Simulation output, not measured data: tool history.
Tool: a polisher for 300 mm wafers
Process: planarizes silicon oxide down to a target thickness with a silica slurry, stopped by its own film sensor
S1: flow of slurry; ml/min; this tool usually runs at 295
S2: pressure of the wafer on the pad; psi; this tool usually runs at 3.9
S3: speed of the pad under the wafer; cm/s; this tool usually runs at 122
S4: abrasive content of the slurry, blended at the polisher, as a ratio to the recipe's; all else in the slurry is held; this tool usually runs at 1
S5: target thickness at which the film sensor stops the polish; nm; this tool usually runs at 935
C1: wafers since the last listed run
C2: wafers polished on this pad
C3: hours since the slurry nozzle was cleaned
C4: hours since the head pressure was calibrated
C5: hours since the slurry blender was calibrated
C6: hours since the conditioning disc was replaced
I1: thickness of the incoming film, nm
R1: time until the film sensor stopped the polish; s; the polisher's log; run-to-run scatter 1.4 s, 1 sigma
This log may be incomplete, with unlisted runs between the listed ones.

run   hour   S1   S2   S3    S4    S5   C1    C2     C3      C4     C5     C6      I1     R1
  1      0  295  3.9  122     1   935    0   617  604.1   902.9  290.5  376.2  1168.3   80.6
  2   36.5  295  3.9  122     1   935  239   857  640.6   939.4    327  412.7  1145.4   76.2
      43.4  -- slurry blender recalibrated
  3   43.9  295  3.9  122     1   935   35   892    648   946.8    0.5  420.1  1165.3   83.7
  4   59.5  295  3.9  122     1   935  102   994  663.6   962.4   16.1  435.7  1165.3   85.3
      79.3  -- worn pad replaced by a new one
  5   79.8  295  3.9  122     1   935  106     3  683.9   982.7   36.4    456  1183.8   92.4
  6   89.2  250  3.9  122  0.75   935   61    64  693.3   992.1   45.8  465.4  1168.3   96.5
  7   96.9  340  3.9  122     1   935   50   115    701   999.8   53.5  473.1  1176.3   88.5
  8  103.2  295  5.2   96  0.75   905   41   156  707.3  1006.1   59.8  479.4  1177.7  103.4
     107.4  -- slurry nozzle cleaned
  9    113  295  3.9  122     1   935   57   214    5.6  1015.9   69.6  489.2  1194.5   92.2
 10  126.4  295  4.3  110   1.2   906   87   302     19  1029.3     83  502.6  1182.8     95
 11  135.5  295  3.9  122     1   935   59   362   28.1  1038.4   92.1  511.7  1185.9   93.5
 12  150.8  295  5.1  102   0.7  1001  100   462   43.4  1053.7  107.4    527  1148.5   57.3
 13    163  295  3.9   90     1   935   80   542   55.6  1065.9  119.6  539.2  1176.3  112.5
 14  174.9  295  3.9  122     1   935   78   620   67.5  1077.8  131.5  551.1  1158.1     86
 15    181  355  3.9  140   0.9   857   40   660   73.6  1083.9  137.6  557.2  1155.9   99.7
     185.7  -- conditioning disc replaced and pad reconditioned
     197.3  -- head pressure recalibrated
 16  197.8  400    3  110     1   960   83   744   90.4     0.5  154.4   12.1    1145   89.8
 17  207.1  295  3.9  122     1   935   61   805   99.7     9.8  163.7   21.4  1175.1   80.6
 18  220.3  395  3.9  160  0.75   885   86   892  112.9      23  176.9   34.6  1171.2   90.1
 19  226.5  355  4.3  122   0.9   890   40   932  119.1    29.2  183.1   40.8  1172.8   89.5
 20  239.4  375  3.9  122  0.75   935   84  1017    132    42.1    196   53.7  1157.7   85.9
 21  250.7  255    5   82     1   935   74  1091  143.3    53.4  207.3     65  1152.8   83.6
     267.7  -- worn pad replaced by a new one
 22  268.4  295  3.9  122   0.7   883   89     4    161    71.1    225   82.7  1156.8  110.8
 23  280.3  295  4.6   90     1   935   78    82  172.9      83  236.9   94.6  1168.6   88.6
 24  290.5  295  3.3  134  1.15   935   66   149  183.1    93.2  247.1  104.8  1193.1   93.8
 25  298.9  295  3.9  122   0.7   883   55   204  191.5   101.6  255.5  113.2    1182    124
 26  310.6  295  3.9  152     1   935   76   281  203.2   113.3  267.2  124.9  1171.4   71.2
 27  317.1  295  3.9  122     1   935   42   324  209.7   119.8  273.7  131.4    1176   84.4

Below are 3 alternative next runs, each starting from the tool's condition after run 27. Predict each:
  A  317.5  295  3.9  122   1  935   2  327  210.1  120.2  274.1  131.8  1173.5   ?
  B  317.5  295  5.2  122   1  887   2  327  210.1  120.2  274.1  131.8  1173.5   ?
  C  317.5  210  2.8   86   1  935   2  327  210.1  120.2  274.1  131.8  1173.5   ?

run     R1
  A   85.8
  B   78.1
  C  161.9
What these runs would have given with no unlogged condition in the tool:
run     R1
  A   82.6
  B   74.4
  C  158.7
